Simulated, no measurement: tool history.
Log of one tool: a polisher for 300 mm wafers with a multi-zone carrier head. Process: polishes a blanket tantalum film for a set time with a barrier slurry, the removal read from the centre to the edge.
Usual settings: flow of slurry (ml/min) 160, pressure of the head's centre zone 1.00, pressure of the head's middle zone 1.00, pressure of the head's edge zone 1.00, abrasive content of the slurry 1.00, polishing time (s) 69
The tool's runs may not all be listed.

run	day	flow of slurry (ml/min)	pressure of the head's centre zone	pressure of the head's middle zone	pressure of the head's edge zone	abrasive content of the slurry	polishing time (s)	wafers since the last listed run	wafers polished on this pad	hours since the slurry nozzle was cleaned	hours since the centre zone pressure was calibrated	hours since the edge zone pressure was calibrated	hours since the carrier head's membrane was replaced	incoming thickness of the incoming film, nm	film removed at the wafer's centre (Å)	film removed at mid-radius (Å)	film removed at the wafer's edge (Å)
1	0.000	160	1.00	1.00	0.89	1.00	69	0	2035	586.1	864.4	114.4	909.4	468.6	1266	1249	1212
# day 0.338: worn pad replaced by a new one
2	1.425	160	1.00	1.00	1.00	1.00	69	346	299	620.3	898.6	148.6	943.6	470.0	1358	1343	1338
3	2.438	160	1.00	1.00	1.00	1.00	69	279	579	644.6	922.9	172.9	967.9	470.7	1333	1337	1310
4	3.838	160	1.00	1.00	1.00	1.00	69	385	964	678.2	956.5	206.5	1001.5	468.3	1312	1311	1280
5	4.738	160	1.00	1.00	1.00	1.00	69	248	1213	699.8	978.1	228.1	1023.1	469.4	1282	1314	1286
# day 4.975: centre zone pressure recalibrated
6	5.433	200	1.00	0.92	1.00	1.00	69	168	1381	716.5	11.0	244.8	1039.8	470.6	1335	1253	1302
# day 5.812: carrier head's membrane replaced by a new one
7	6.154	160	1.00	1.03	1.00	1.10	69	141	1523	733.8	28.3	262.1	8.2	472.0	1317	1339	1313
8	7.088	160	1.00	0.92	1.00	1.00	57	257	1780	756.2	50.7	284.5	30.6	468.2	1070	998	1057
9	8.142	160	0.93	1.00	1.00	1.00	69	290	2071	781.5	76.0	309.8	55.9	471.1	1191	1266	1260
# day 8.617: worn pad replaced by a new one
10	9.229	160	1.00	0.91	1.00	1.00	92	253	168	807.6	102.1	335.9	82.0	475.7	1789	1650	1758
11	13.258	160	1.00	1.00	1.00	1.30	69	1110	1279	904.3	198.8	432.6	178.7	474.1	1337	1322	1354
# day 14.308: slurry nozzle cleaned
12	14.588	160	1.00	1.00	1.00	1.00	77	354	1634	6.7	230.7	464.5	210.6	470.8	1407	1421	1434
13	15.421	160	1.00	1.00	1.00	1.00	69	229	1864	26.7	250.7	484.5	230.6	472.6	1258	1284	1250
14	16.912	160	1.00	1.00	0.91	1.00	62	411	2275	62.5	286.5	520.3	266.4	459.9	1152	1137	1083
# day 17.433: worn pad replaced by a new one
15	17.454	160	0.93	1.00	1.00	1.15	69	103	5	75.5	299.5	533.3	279.4	479.0	1324	1396	1391
16	18.667	160	1.00	0.92	1.00	0.80	76	334	340	104.6	328.6	562.4	308.5	473.1	1398	1278	1376
17	19.771	195	1.00	1.00	1.00	1.00	69	304	644	131.1	355.1	588.9	335.0	473.3	1341	1361	1314
18	20.612	160	1.00	1.00	1.00	1.00	69	232	876	151.3	375.3	609.1	355.2	468.0	1276	1277	1291
19	22.054	160	1.00	0.89	1.00	1.00	69	397	1274	185.9	409.9	643.7	389.8	466.0	1282	1150	1279
20	23.092	160	1.00	1.00	1.00	1.00	69	286	1560	210.8	434.8	668.6	414.7	465.2	1270	1260	1270
21	24.500	160	1.00	1.00	1.00	1.00	69	388	1948	244.6	468.6	702.4	448.5	470.6	1242	1256	1255

5 ways to go on from here, each from the tool as it stands after run 21. What would each give?
A	24.517	160	1.00	1.00	1.00	1.00	69	4	1952	245.0	469.0	702.8	448.9	474.5	?	?	?
B	24.517	160	1.00	1.05	1.08	1.00	69	4	1952	245.0	469.0	702.8	448.9	474.5	?	?	?
C	24.517	115	1.00	1.00	1.00	1.20	69	4	1952	245.0	469.0	702.8	448.9	474.5	?	?	?
D	24.517	140	1.00	1.00	1.00	1.00	83	4	1952	245.0	469.0	702.8	448.9	474.5	?	?	?
E	24.517	160	1.00	1.07	1.00	1.00	69	4	1952	245.0	469.0	702.8	448.9	474.5	?	?	?

run	film removed at the wafer's centre (Å)	film removed at mid-radius (Å)	film removed at the wafer's edge (Å)
A	1244	1265	1274
B	1244	1318	1317
C	1178	1211	1249
D	1449	1479	1502
E	1245	1340	1273
Without the tool's hidden state the same runs would have given:
run	film removed at the wafer's centre (Å)	film removed at mid-radius (Å)	film removed at the wafer's edge (Å)
A	1369	1392	1402
B	1370	1451	1450
C	1297	1333	1374
D	1595	1627	1652
E	1370	1474	1401
